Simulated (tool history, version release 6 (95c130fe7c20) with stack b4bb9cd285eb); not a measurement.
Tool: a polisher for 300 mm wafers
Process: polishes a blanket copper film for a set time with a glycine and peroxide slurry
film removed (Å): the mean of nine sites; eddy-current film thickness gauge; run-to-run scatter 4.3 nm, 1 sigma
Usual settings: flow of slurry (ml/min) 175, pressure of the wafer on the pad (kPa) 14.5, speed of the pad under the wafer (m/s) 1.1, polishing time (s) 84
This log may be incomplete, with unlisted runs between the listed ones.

run,hour,flow of slurry (ml/min),pressure of the wafer on the pad (kPa),speed of the pad under the wafer (m/s),polishing time (s),wafers since the last listed run,wafers polished on this pad,hours since the slurry nozzle was cleaned,hours since the head pressure was calibrated,"incoming thickness of the incoming film, nm",film removed (Å)
1,0,175,14.5,1.1,84,0,317,68.9,263.4,1521.9,3308
2,23.1,175,14.5,1,84,229,547,92,286.5,1549.3,3216
3,46.5,175,15.9,1.1,84,232,780,115.4,309.9,1533.2,3554
4,75.2,175,15.9,1.1,84,285,1066,144.1,338.6,1539.5,3557
5,87.4,145,14.5,1.1,84,121,1187,156.3,350.8,1534.2,3209
6,121.6,175,14.5,1.1,84,340,1528,190.5,385,1533.3,3274
# hour 133.2: worn pad replaced by a new one
7,141.5,175,12.4,1.1,84,158,82,210.4,404.9,1512,2887
8,153.5,175,14.5,1.1,73,119,202,222.4,416.9,1524,2855
# hour 169.2: slurry nozzle cleaned
9,171.3,175,14.5,1.1,73,167,369,2.1,434.7,1531,2883
10,197.1,175,14.5,1.1,73,256,626,27.9,460.5,1544.9,2868
11,231.8,220,14.5,1.1,84,345,971,62.6,495.2,1539,3332
12,264.2,175,14.5,1.1,68,322,1294,95,527.6,1523.1,2572
# hour 277.2: worn pad replaced by a new one
13,287.2,175,14.5,1.1,68,189,99,118,550.6,1539.2,2629
# hour 379.2: head pressure recalibrated
14,382.5,175,14.5,1.1,68,928,1028,213.3,3.3,1525.2,2770
# hour 384.7: slurry nozzle cleaned
15,401.1,175,14.5,1.1,84,175,1203,16.4,21.9,1509.5,3382
# hour 411.4: worn pad replaced by a new one
16,426.8,175,14.5,1.02,84,216,153,42.1,47.6,1546.4,3254
17,439.7,175,14.5,1.02,84,128,281,55,60.5,1497.7,3250
18,453.6,175,16.5,1.1,60,138,420,68.9,74.4,1551.6,2763
19,467.4,220,16.5,1.1,95,137,557,82.7,88.2,1501.3,4506
20,484.5,175,10.3,1.1,84,170,727,99.8,105.3,1557,2646
21,501.1,130,14.5,1.1,84,165,892,116.4,121.9,1518.4,3304
22,520.8,195,14.5,1.1,84,196,1089,136.1,141.6,1522.4,3375
23,544.7,175,14.5,1.1,67,237,1326,160,165.5,1529.7,2634
# hour 549.5: worn pad replaced by a new one
24,559.9,175,17.9,1.1,61,111,103,175.2,180.7,1527,2954
25,587.7,175,18.6,1.4,84,276,380,203,208.5,1509,4741
26,607.1,175,11,0.86,84,193,573,222.4,227.9,1519.1,2436
# hour 619.8: slurry nozzle cleaned
27,632.4,175,14.5,1.1,66,241,815,12.6,253.2,1527.5,2717
28,653.6,225,19.3,0.98,111,211,1026,33.8,274.4,1517.1,5516
29,666.8,175,14.5,1.1,84,131,1157,47,287.6,1526.8,3353
# hour 694.7: worn pad replaced by a new one
30,695.2,210,10.3,1.4,84,242,5,75.4,316,1500.5,2996
31,705.7,120,13.1,0.72,76,104,109,85.9,326.5,1527.8,2156
32,720.4,135,14.5,0.82,84,146,256,100.6,341.2,1530.2,2800
33,741,175,14.5,1.1,84,205,461,121.2,361.8,1516,3366
34,770.1,175,14.5,1.1,84,289,750,150.3,390.9,1531.1,3322
35,785.3,130,14.5,1.1,84,151,902,165.5,406.1,1527.8,3255

Hidden state, per run?
removal rate lost through wear of the pad, %: 0 across all the runs
slurry flow missing at the pad, %: 0 across all the runs
H1: deviation of the head's pressure from its setpoint, %
run,H1
1,-2.24
2,-2.53
3,-2.84
4,-3.26
5,-3.45
6,-4.02
7,-4.37
8,-4.59
9,-4.93
10,-5.45
11,-6.2
12,-6.94
13,-7.5
14,0.598
15,0.588
16,0.548
17,0.516
18,0.474
19,0.424
20,0.349
21,0.264
22,0.148
23,-0.0175
24,-0.136
25,-0.379
26,-0.569
27,-0.843
28,-1.09
29,-1.26
30,-1.65
31,-1.8
32,-2.02
33,-2.34
34,-2.84
35,-3.11
